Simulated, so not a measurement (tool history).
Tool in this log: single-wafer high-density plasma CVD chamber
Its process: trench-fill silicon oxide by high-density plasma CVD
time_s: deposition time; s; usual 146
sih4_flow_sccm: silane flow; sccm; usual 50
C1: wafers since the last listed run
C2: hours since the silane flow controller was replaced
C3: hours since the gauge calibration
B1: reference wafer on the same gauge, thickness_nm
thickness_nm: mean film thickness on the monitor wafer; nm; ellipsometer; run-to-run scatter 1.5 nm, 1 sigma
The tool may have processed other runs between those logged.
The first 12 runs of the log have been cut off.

{"run": 13, "day": 5.329, "time_s": 146, "sih4_flow_sccm": 55, "C1": 81, "C2": 2868.2, "C3": 485.5, "B1": 857.101, "thickness_nm": 904.848}
{"run": 14, "day": 6.042, "time_s": 146, "sih4_flow_sccm": 55, "C1": 170, "C2": 2885.3, "C3": 502.6, "B1": 857.303, "thickness_nm": 905.461}
{"run": 15, "day": 6.462, "time_s": 146, "sih4_flow_sccm": 50, "C1": 100, "C2": 2895.4, "C3": 512.7, "B1": 856.957, "thickness_nm": 818.127}
{"run": 16, "day": 6.9, "time_s": 146, "sih4_flow_sccm": 50, "C1": 104, "C2": 2905.9, "C3": 523.2, "B1": 856.55, "thickness_nm": 820.631}
{"day": 8.708, "done": "gauge calibrated"}
{"run": 17, "day": 8.975, "time_s": 130, "sih4_flow_sccm": 57, "C1": 497, "C2": 2955.7, "C3": 6.4, "B1": 857.479, "thickness_nm": 833.73}
{"run": 18, "day": 9.371, "time_s": 164, "sih4_flow_sccm": 46, "C1": 94, "C2": 2965.2, "C3": 15.9, "B1": 857.099, "thickness_nm": 847.813}
{"day": 10.325, "done": "silane flow controller replaced"}
{"run": 19, "day": 10.346, "time_s": 154, "sih4_flow_sccm": 43, "C1": 153, "C2": 0.5, "C3": 39.3, "B1": 857.489, "thickness_nm": 705.17}
{"run": 20, "day": 10.358, "time_s": 160, "sih4_flow_sccm": 57, "C1": 2, "C2": 0.8, "C3": 39.6, "B1": 857.148, "thickness_nm": 973.75}
{"run": 21, "day": 12.442, "time_s": 160, "sih4_flow_sccm": 57, "C1": 499, "C2": 50.8, "C3": 89.6, "B1": 856.717, "thickness_nm": 973.419}
{"run": 22, "day": 13.171, "time_s": 160, "sih4_flow_sccm": 57, "C1": 174, "C2": 68.3, "C3": 107.1, "B1": 856.586, "thickness_nm": 977.474}
{"run": 23, "day": 13.917, "time_s": 133, "sih4_flow_sccm": 56, "C1": 178, "C2": 86.2, "C3": 125.0, "B1": 856.792, "thickness_nm": 798.782}
{"run": 24, "day": 14.629, "time_s": 124, "sih4_flow_sccm": 50, "C1": 170, "C2": 103.3, "C3": 142.1, "B1": 857.13, "thickness_nm": 664.862}
{"run": 25, "day": 15.162, "time_s": 164, "sih4_flow_sccm": 60, "C1": 127, "C2": 116.1, "C3": 154.9, "B1": 857.161, "thickness_nm": 1056.858}
{"run": 26, "day": 15.792, "time_s": 146, "sih4_flow_sccm": 50, "C1": 150, "C2": 131.2, "C3": 170.0, "B1": 857.005, "thickness_nm": 783.992}
{"run": 27, "day": 16.212, "time_s": 128, "sih4_flow_sccm": 53, "C1": 100, "C2": 141.3, "C3": 180.1, "B1": 856.918, "thickness_nm": 728.601}
{"run": 28, "day": 16.946, "time_s": 146, "sih4_flow_sccm": 44, "C1": 175, "C2": 158.9, "C3": 197.7, "B1": 856.767, "thickness_nm": 690.932}
{"run": 29, "day": 17.496, "time_s": 156, "sih4_flow_sccm": 50, "C1": 131, "C2": 172.1, "C3": 210.9, "B1": 857.014, "thickness_nm": 841.956}
{"run": 30, "day": 17.8, "time_s": 136, "sih4_flow_sccm": 45, "C1": 72, "C2": 179.4, "C3": 218.2, "B1": 857.03, "thickness_nm": 657.287}
{"run": 31, "day": 18.504, "time_s": 159, "sih4_flow_sccm": 42, "C1": 168, "C2": 196.3, "C3": 235.1, "B1": 856.328, "thickness_nm": 721.156}
{"run": 32, "day": 18.875, "time_s": 146, "sih4_flow_sccm": 50, "C1": 88, "C2": 205.2, "C3": 244.0, "B1": 856.651, "thickness_nm": 788.858}

What if the next run were any one of these 4? Each begins from the tool's condition after run 32:
{"run": "A", "day": 18.892, "time_s": 138, "sih4_flow_sccm": 50, "C1": 3, "C2": 205.6, "C3": 244.4, "B1": "?", "thickness_nm": "?"}
{"run": "B", "day": 18.892, "time_s": 146, "sih4_flow_sccm": 58, "C1": 3, "C2": 205.6, "C3": 244.4, "B1": "?", "thickness_nm": "?"}
{"run": "C", "day": 18.892, "time_s": 138, "sih4_flow_sccm": 46, "C1": 3, "C2": 205.6, "C3": 244.4, "B1": "?", "thickness_nm": "?"}
{"run": "D", "day": 18.892, "time_s": 162, "sih4_flow_sccm": 46, "C1": 3, "C2": 205.6, "C3": 244.4, "B1": "?", "thickness_nm": "?"}

run=A B1=857.605 thickness_nm=743.160
run=B B1=857.605 thickness_nm=912.040
run=C B1=857.605 thickness_nm=683.707
run=D B1=857.605 thickness_nm=802.612
The same runs, with their run-to-run variation unchanged, on a tool lacking any hidden condition would have given:
run=A thickness_nm=730.378
run=B thickness_nm=896.354
run=C thickness_nm=671.948
run=D thickness_nm=788.808
